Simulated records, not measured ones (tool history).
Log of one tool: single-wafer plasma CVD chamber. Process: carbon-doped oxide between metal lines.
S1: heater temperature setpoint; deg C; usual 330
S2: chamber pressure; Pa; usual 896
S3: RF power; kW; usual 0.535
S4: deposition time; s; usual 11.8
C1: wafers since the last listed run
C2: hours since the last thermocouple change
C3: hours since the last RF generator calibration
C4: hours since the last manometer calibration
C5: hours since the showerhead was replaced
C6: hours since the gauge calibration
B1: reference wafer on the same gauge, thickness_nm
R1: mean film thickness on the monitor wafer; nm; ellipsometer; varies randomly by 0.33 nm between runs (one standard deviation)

Run 1, hour 0.0: usual settings but S3 0.575 kW; C1 0; C2 3013.8; C3 641.4; C4 1103.5; C5 6248.6; C6 188.8; B1 74.196. Result: R1 74.029 nm.
Run 2, hour 10.4: usual settings but S3 0.575 kW; C1 398; C2 3024.2; C3 651.8; C4 1113.9; C5 6259.0; C6 199.2; B1 74.174. Result: R1 73.874 nm.
Run 3, hour 23.6: usual settings but S3 0.575 kW; C1 505; C2 3037.4; C3 665.0; C4 1127.1; C5 6272.2; C6 212.4; B1 74.156. Result: R1 74.370 nm.
Run 4, hour 30.8: usual settings; C1 275; C2 3044.6; C3 672.2; C4 1134.3; C5 6279.4; C6 219.6; B1 74.251. Result: R1 69.247 nm.
Run 5, hour 48.3: usual settings; C1 670; C2 3062.1; C3 689.7; C4 1151.8; C5 6296.9; C6 237.1; B1 74.223. Result: R1 69.671 nm.
Run 6, hour 54.6: usual settings but S1 319 deg C; C1 241; C2 3068.4; C3 696.0; C4 1158.1; C5 6303.2; C6 243.4; B1 74.112. Result: R1 71.796 nm.
Run 7, hour 62.3: usual settings but S1 319 deg C; C1 294; C2 3076.1; C3 703.7; C4 1165.8; C5 6310.9; C6 251.1; B1 74.202. Result: R1 72.137 nm.
Run 8, hour 73.7: usual settings but S1 319 deg C; C1 436; C2 3087.5; C3 715.1; C4 1177.2; C5 6322.3; C6 262.5; B1 74.261. Result: R1 72.614 nm.
At hour 82.2: gauge calibrated.
Run 9, hour 87.7: usual settings but S1 325 deg C, S3 0.495 kW; C1 536; C2 3101.5; C3 729.1; C4 1191.2; C5 6336.3; C6 5.5; B1 74.264. Result: R1 65.641 nm.
Run 10, hour 94.5: usual settings but S1 325 deg C, S3 0.495 kW; C1 260; C2 3108.3; C3 735.9; C4 1198.0; C5 6343.1; C6 12.3; B1 74.168. Result: R1 65.090 nm.
Run 11, hour 109.0: usual settings; C1 555; C2 3122.8; C3 750.4; C4 1212.5; C5 6357.6; C6 26.8; B1 74.162. Result: R1 68.943 nm.
Run 12, hour 124.5: usual settings; C1 593; C2 3138.3; C3 765.9; C4 1228.0; C5 6373.1; C6 42.3; B1 74.121. Result: R1 69.609 nm.
At hour 139.1: capacitance manometer re-zeroed and calibrated.
At hour 141.6: thermocouple changed; heater temperature recalibrated.
Run 13, hour 142.1: usual settings but S3 0.475 kW; C1 271; C2 0.5; C3 783.5; C4 3.0; C5 6390.7; C6 59.9; B1 74.224. Result: R1 60.680 nm.
Run 14, hour 151.5: usual settings; C1 359; C2 9.9; C3 792.9; C4 12.4; C5 6400.1; C6 69.3; B1 74.171. Result: R1 68.814 nm.
Run 15, hour 158.1: usual settings but S1 345 deg C, S2 677 Pa, S3 0.450 kW; C1 252; C2 16.5; C3 799.5; C4 19.0; C5 6406.7; C6 75.9; B1 74.215. Result: R1 52.514 nm.
Run 16, hour 173.5: usual settings but S4 9.5 s; C1 589; C2 31.9; C3 814.9; C4 34.4; C5 6422.1; C6 91.3; B1 74.214. Result: R1 55.330 nm.
At hour 187.6: showerhead replaced.
Run 17, hour 188.1: usual settings but S3 0.625 kW, S4 10.5 s; C1 252; C2 46.5; C3 829.5; C4 49.0; C5 0.5; C6 105.9; B1 74.196. Result: R1 71.198 nm.
Run 18, hour 194.1: usual settings but S1 340 deg C, S2 1061 Pa; C1 229; C2 52.5; C3 835.5; C4 55.0; C5 6.5; C6 111.9; B1 74.194. Result: R1 68.262 nm.
At hour 204.6: RF generator calibrated.
Run 19, hour 209.8: usual settings; C1 294; C2 68.2; C3 5.2; C4 70.7; C5 22.2; C6 127.6; B1 74.218. Result: R1 73.939 nm.
Run 20, hour 223.0: usual settings but S1 335 deg C, S3 0.505 kW; C1 505; C2 81.4; C3 18.4; C4 83.9; C5 35.4; C6 140.8; B1 74.188. Result: R1 68.944 nm.
Run 21, hour 231.5: usual settings but S3 0.470 kW, S4 9.9 s; C1 325; C2 89.9; C3 26.9; C4 92.4; C5 43.9; C6 149.3; B1 74.167. Result: R1 55.267 nm.
Run 22, hour 246.3: usual settings but S1 344 deg C, S3 0.580 kW; C1 566; C2 104.7; C3 41.7; C4 107.2; C5 58.7; C6 164.1; B1 74.208. Result: R1 76.550 nm.
Run 23, hour 252.8: usual settings but S1 320 deg C, S3 0.630 kW, S4 13.4 s; C1 248; C2 111.2; C3 48.2; C4 113.7; C5 65.2; C6 170.6; B1 74.205. Result: R1 99.658 nm.
Run 24, hour 261.4: usual settings but S1 323 deg C; C1 329; C2 119.8; C3 56.8; C4 122.3; C5 73.8; C6 179.2; B1 74.233. Result: R1 74.806 nm.

4 options for the next run, each taken on its own from the tool as it stands now. Forecast them:
Run A, hour 261.8: usual settings; C1 15; C2 120.2; C3 57.2; C4 122.7; C5 74.2; C6 179.6; B1 ?. Result: R1 ?.
Run B, hour 261.8: usual settings but S3 0.440 kW; C1 15; C2 120.2; C3 57.2; C4 122.7; C5 74.2; C6 179.6; B1 ?. Result: R1 ?.
Run C, hour 261.8: usual settings but S1 339 deg C, S4 13.6 s; C1 15; C2 120.2; C3 57.2; C4 122.7; C5 74.2; C6 179.6; B1 ?. Result: R1 ?.
Run D, hour 261.8: usual settings but S1 321 deg C, S2 677 Pa, S3 0.635 kW, S4 13.8 s; C1 15; C2 120.2; C3 57.2; C4 122.7; C5 74.2; C6 179.6; B1 ?. Result: R1 ?.

run      B1      R1
  A  74.299  73.675
  B  74.299  59.856
  C  74.299  82.513
  D  74.299  97.467
The same runs, with their run-to-run variation unchanged, on a tool lacking any hidden condition would have given:
run      R1
  A  74.743
  B  60.881
  C  83.709
  D  98.813
